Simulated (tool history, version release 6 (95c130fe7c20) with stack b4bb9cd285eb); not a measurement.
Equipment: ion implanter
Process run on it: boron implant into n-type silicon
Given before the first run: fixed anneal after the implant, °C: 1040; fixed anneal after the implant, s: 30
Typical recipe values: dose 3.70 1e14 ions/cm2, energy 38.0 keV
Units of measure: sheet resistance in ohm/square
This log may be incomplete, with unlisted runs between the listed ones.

run	hour	dose	energy	wafers since the last listed run	hours since the last dose calibration	hours since the extraction supply was calibrated	hours since the gauge calibration	read-back reference wafer on the same gauge, sheet resistance	sheet resistance
1	0.0	3.70	38.0	0	2202.6	3140.8	155.8	260.82	230.01
2	16.5	3.70	45.0	474	2219.1	3157.3	172.3	260.64	225.28
3	28.6	3.70	38.0	348	2231.2	3169.4	184.4	260.64	229.64
4	37.1	3.70	38.0	244	2239.7	3177.9	192.9	260.52	229.64
5	51.2	2.90	38.0	405	2253.8	3192.0	207.0	260.65	281.04
6	67.3	2.90	38.0	463	2269.9	3208.1	223.1	260.35	279.93
# hour 77.6: Faraday cup replaced and dose calibrated
7	78.1	4.18	38.0	80	0.5	3218.9	233.9	260.14	207.02
# hour 90.5: extraction supply calibrated
8	91.0	4.18	38.0	140	13.4	0.5	246.8	259.98	206.71
# hour 121.9: gauge calibrated
9	129.9	3.70	38.0	1118	52.3	39.4	8.0	261.83	231.16
10	143.5	4.16	45.0	391	65.9	53.0	21.6	261.61	205.51
11	158.6	4.75	33.5	434	81.0	68.1	36.7	261.60	189.95
12	174.2	2.61	42.5	448	96.6	83.7	52.3	261.50	302.19
13	180.4	3.70	38.0	178	102.8	89.9	58.5	261.44	230.82
14	192.8	4.35	26.5	356	115.2	102.3	70.9	261.42	209.90
15	206.3	4.75	33.5	388	128.7	115.8	84.4	261.25	189.79
16	221.8	3.99	41.5	445	144.2	131.3	99.9	261.15	214.09
17	231.9	3.70	38.0	290	154.3	141.4	110.0	260.94	230.31
18	243.1	3.70	38.0	322	165.5	152.6	121.2	261.00	231.11
19	250.9	4.77	50.5	224	173.3	160.4	129.0	260.94	180.44

Give the tool's hidden conditions for every run:
deviation of the true dose from the Faraday cup's reading, %: 0 on each run
deviation of the true energy from its setpoint, %: 0 on each run
H1: gauge reads high (%)
run	H1
1	-0.461
2	-0.505
3	-0.537
4	-0.56
5	-0.598
6	-0.641
7	-0.67
8	-0.704
9	-0.0622
10	-0.0986
11	-0.139
12	-0.181
13	-0.197
14	-0.231
15	-0.267
16	-0.308
17	-0.335
18	-0.365
19	-0.386
